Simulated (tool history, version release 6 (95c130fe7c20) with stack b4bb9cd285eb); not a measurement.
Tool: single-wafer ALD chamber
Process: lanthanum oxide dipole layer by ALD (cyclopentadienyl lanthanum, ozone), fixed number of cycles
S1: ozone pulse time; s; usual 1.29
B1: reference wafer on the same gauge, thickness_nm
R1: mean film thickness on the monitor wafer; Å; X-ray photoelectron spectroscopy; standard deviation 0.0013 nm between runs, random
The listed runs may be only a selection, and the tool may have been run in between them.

run	hour	S1	B1	R1
1	0.0	1.29	0.481	4.62
2	8.7	1.29	0.482	4.61
3	21.1	1.29	0.481	4.61
4	38.2	1.07	0.481	4.37
5	47.4	1.07	0.481	4.39
6	64.7	1.07	0.481	4.39
7	71.3	1.50	0.482	4.78
8	88.0	1.50	0.481	4.77
9	102.9	1.00	0.481	4.31
10	110.2	1.00	0.481	4.28
11	120.7	1.00	0.481	4.30
12	138.2	1.29	0.481	4.61
13	143.4	1.29	0.481	4.62
14	159.9	1.29	0.481	4.59
15	176.1	1.46	0.481	5.14
16	182.9	1.29	0.481	5.02
17	197.4	1.45	0.481	5.12
18	202.0	1.29	0.481	5.00
19	211.5	1.53	0.481	5.12
20	225.9	1.03	0.481	4.78
21	240.1	0.81	0.481	4.50
22	253.2	1.58	0.481	5.14
23	264.2	1.75	0.481	5.19
24	273.6	1.78	0.481	5.19
25	282.7	1.76	0.481	5.18
26	293.0	1.16	0.481	4.83
27	333.8	1.72	0.481	5.13

Taken out of this log: 4 entries between the listed runs. Where each belongs, and how the hidden state differs across it:
Run 10 -> run 11: gauge calibrated (hour 115.0)
  no hidden state differs between the two runs
  measured result minus the result with no hidden state, R1: -0.54 -> -0.55 Å
Run 11 -> run 12: showerhead replaced (hour 137.7)
  ozone dose above that of a generator just serviced (%): -39.8 -> -39.9
  measured result minus the result with no hidden state, R1: -0.55 -> -0.46 Å
Run 14 -> run 15: ozone generator serviced (hour 175.6)
  ozone dose above that of a generator just serviced (%): -40.1 -> -1.41
  measured result minus the result with no hidden state, R1: -0.46 -> -0.01 Å
Run 16 -> run 17: thermocouple changed; heater temperature recalibrated (hour 196.9)
  ozone dose above that of a generator just serviced (%): -2.36 -> -4.31
  measured result minus the result with no hidden state, R1: -0.02 -> -0.03 Å
